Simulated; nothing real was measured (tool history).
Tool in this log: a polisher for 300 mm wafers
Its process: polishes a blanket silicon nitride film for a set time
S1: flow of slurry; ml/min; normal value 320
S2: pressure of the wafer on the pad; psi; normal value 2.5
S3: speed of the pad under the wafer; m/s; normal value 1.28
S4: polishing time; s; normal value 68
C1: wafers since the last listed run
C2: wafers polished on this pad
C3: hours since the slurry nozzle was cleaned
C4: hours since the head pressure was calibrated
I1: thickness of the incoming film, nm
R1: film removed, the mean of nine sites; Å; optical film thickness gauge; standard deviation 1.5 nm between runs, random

Run 1, day 0.000: usual settings but S1 270 ml/min; C1 0; C2 3700; C3 400.0; C4 166.3; I1 609.5. Result: R1 1175 Å.
At day 3.221: worn pad replaced by a new one.
Run 2, day 3.683: usual settings but S1 270 ml/min; C1 765; C2 100; C3 488.4; C4 254.7; I1 602.8. Result: R1 1180 Å.
At day 6.858: slurry nozzle cleaned.
Run 3, day 7.017: usual settings but S1 270 ml/min; C1 716; C2 817; C3 3.8; C4 334.7; I1 609.4. Result: R1 1193 Å.
Run 4, day 10.042: usual settings; C1 658; C2 1476; C3 76.4; C4 407.3; I1 601.6. Result: R1 1201 Å.
Run 5, day 12.579: usual settings; C1 552; C2 2028; C3 137.3; C4 468.2; I1 612.9. Result: R1 1203 Å.
At day 13.333: head pressure recalibrated.
Run 6, day 14.217: usual settings; C1 338; C2 2366; C3 176.6; C4 21.2; I1 608.1. Result: R1 1214 Å.
Run 7, day 16.779: usual settings; C1 557; C2 2924; C3 238.1; C4 82.7; I1 605.9. Result: R1 1215 Å.
Run 8, day 19.679: usual settings; C1 631; C2 3556; C3 307.7; C4 152.3; I1 609.6. Result: R1 1189 Å.
At day 22.683: worn pad replaced by a new one.
Run 9, day 23.071: usual settings; C1 702; C2 84; C3 389.1; C4 233.7; I1 612.4. Result: R1 1178 Å.
Run 10, day 25.450: usual settings; C1 517; C2 602; C3 446.2; C4 290.8; I1 614.3. Result: R1 1208 Å.
At day 27.888: slurry nozzle cleaned.
Run 11, day 28.467: usual settings but S1 405 ml/min, S2 2.2 psi; C1 647; C2 1250; C3 13.9; C4 363.2; I1 612.9. Result: R1 1127 Å.
Run 12, day 32.025: usual settings but S1 405 ml/min, S2 2.2 psi; C1 774; C2 2024; C3 99.3; C4 448.6; I1 603.1. Result: R1 1135 Å.
Run 13, day 35.221: usual settings but S1 405 ml/min, S2 2.2 psi; C1 695; C2 2720; C3 176.0; C4 525.3; I1 615.7. Result: R1 1129 Å.
At day 35.558: head pressure recalibrated.
Run 14, day 38.075: usual settings; C1 603; C2 3323; C3 244.5; C4 60.4; I1 605.2. Result: R1 1200 Å.
Run 15, day 42.233: usual settings; C1 905; C2 4229; C3 344.3; C4 160.2; I1 604.0. Result: R1 1199 Å.
At day 43.433: worn pad replaced by a new one.
Run 16, day 46.725: usual settings but S1 415 ml/min, S2 1.6 psi; C1 941; C2 716; C3 452.1; C4 268.0; I1 607.5. Result: R1 965 Å.
At day 47.312: slurry nozzle cleaned.
Run 17, day 49.100: usual settings but S2 1.7 psi, S3 1.10 m/s, S4 79 s; C1 507; C2 1224; C3 42.9; C4 325.0; I1 608.6. Result: R1 1044 Å.
Run 18, day 51.496: usual settings but S1 245 ml/min; C1 521; C2 1746; C3 100.4; C4 382.5; I1 605.8. Result: R1 1134 Å.
Run 19, day 53.742: usual settings; C1 488; C2 2235; C3 154.3; C4 436.4; I1 617.4. Result: R1 1208 Å.
At day 53.962: head pressure recalibrated.
Run 20, day 56.708: usual settings; C1 627; C2 2863; C3 225.5; C4 65.9; I1 611.0. Result: R1 1206 Å.
Run 21, day 61.192: usual settings; C1 976; C2 3839; C3 333.1; C4 173.5; I1 599.5. Result: R1 1217 Å.

Run 22, settings as shown, results not yet in. Your forecast:
At day 62.079: worn pad replaced by a new one.
Run 22, day 64.933: usual settings but S4 44 s; C1 778; C2 621; C3 422.9; C4 263.3; I1 606.6. Result: R1 ?.

R1: 774 Å
With the hidden condition absent and the run-to-run variation left alone, this run would have shown R1 774 Å.
